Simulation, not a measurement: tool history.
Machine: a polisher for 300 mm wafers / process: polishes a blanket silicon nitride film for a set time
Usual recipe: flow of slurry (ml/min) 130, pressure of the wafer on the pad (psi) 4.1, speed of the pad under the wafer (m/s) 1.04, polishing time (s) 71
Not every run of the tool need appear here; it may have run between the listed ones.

| run | hour | flow of slurry (ml/min) | pressure of the wafer on the pad (psi) | speed of the pad under the wafer (m/s) | polishing time (s) | wafers since the last listed run | wafers polished on this pad | hours since the slurry nozzle was cleaned | hours since the head pressure was calibrated | incoming thickness of the incoming film, nm | film removed (angstrom) |
|---|---|---|---|---|---|---|---|---|---|---|---|
| 1 | 0 | 130 | 5.1 | 1.04 | 71 | 0 | 837 | 360.1 | 558.1 | 713.1 | 1844 |
| 2 | 47.2 | 130 | 5.1 | 1.04 | 71 | 336 | 1173 | 407.3 | 605.3 | 724.7 | 1814 |
| 3 | 121.5 | 130 | 4.1 | 1.04 | 71 | 529 | 1703 | 481.6 | 679.6 | 738.4 | 1437 |
| 4 | 189 | 130 | 4.1 | 1.04 | 71 | 480 | 2184 | 549.1 | 747.1 | 742.9 | 1450 |
|  | 214.7 | head pressure recalibrated |
| 5 | 240.8 | 130 | 4.1 | 1.04 | 71 | 354 | 2538 | 600.9 | 26.1 | 732 | 1413 |
| 6 | 311.7 | 130 | 4.1 | 1.04 | 71 | 505 | 3043 | 671.8 | 97 | 722.5 | 1404 |
|  | 312.8 | slurry nozzle cleaned |
| 7 | 417.9 | 130 | 4.1 | 1.04 | 71 | 749 | 3793 | 105.1 | 203.2 | 739.9 | 1366 |
| 8 | 474.6 | 130 | 4.1 | 1.04 | 71 | 403 | 4197 | 161.8 | 259.9 | 733.5 | 1400 |
|  | 548.6 | worn pad replaced by a new one |
| 9 | 569.7 | 130 | 4.1 | 1.04 | 71 | 648 | 150 | 256.9 | 355 | 729.4 | 1577 |
| 10 | 623.1 | 130 | 4.1 | 1.04 | 71 | 380 | 530 | 310.3 | 408.4 | 727.5 | 1551 |
| 11 | 677.2 | 130 | 4.1 | 1.04 | 71 | 385 | 915 | 364.4 | 462.5 | 716.7 | 1526 |
| 12 | 728.5 | 140 | 4.1 | 0.78 | 71 | 365 | 1281 | 415.7 | 513.8 | 718.7 | 1241 |
| 13 | 783 | 140 | 4.1 | 0.78 | 71 | 388 | 1669 | 470.2 | 568.3 | 723.2 | 1205 |
| 14 | 889.9 | 140 | 4.1 | 0.78 | 71 | 761 | 2431 | 577.1 | 675.2 | 734.2 | 1191 |
| 15 | 973.4 | 95 | 5.4 | 1.32 | 61 | 594 | 3025 | 660.6 | 758.7 | 725.8 | 1771 |
|  | 1067.9 | head pressure recalibrated |
| 16 | 1076.3 | 145 | 4.1 | 1.04 | 71 | 718 | 3744 | 763.5 | 8.4 | 734 | 1476 |
|  | 1165.7 | slurry nozzle cleaned |
| 17 | 1177.3 | 165 | 3.6 | 1.38 | 51 | 712 | 4456 | 11.6 | 109.4 | 734.9 | 1163 |
| 18 | 1244.1 | 130 | 3.5 | 1.04 | 71 | 475 | 4932 | 78.4 | 176.2 | 733.4 | 1196 |
| 19 | 1320.3 | 130 | 4.1 | 1.04 | 71 | 542 | 5475 | 154.6 | 252.4 | 736.3 | 1402 |

Run 20 is up next; what results do you expect?
| 20 | 1390.3 | 105 | 4.5 | 1.3 | 71 | 498 | 5974 | 224.6 | 322.4 | 720.4 | ? |

film removed (angstrom): 1723
Minus the tool's unlogged condition, the same run would have read film removed (angstrom) 1974.

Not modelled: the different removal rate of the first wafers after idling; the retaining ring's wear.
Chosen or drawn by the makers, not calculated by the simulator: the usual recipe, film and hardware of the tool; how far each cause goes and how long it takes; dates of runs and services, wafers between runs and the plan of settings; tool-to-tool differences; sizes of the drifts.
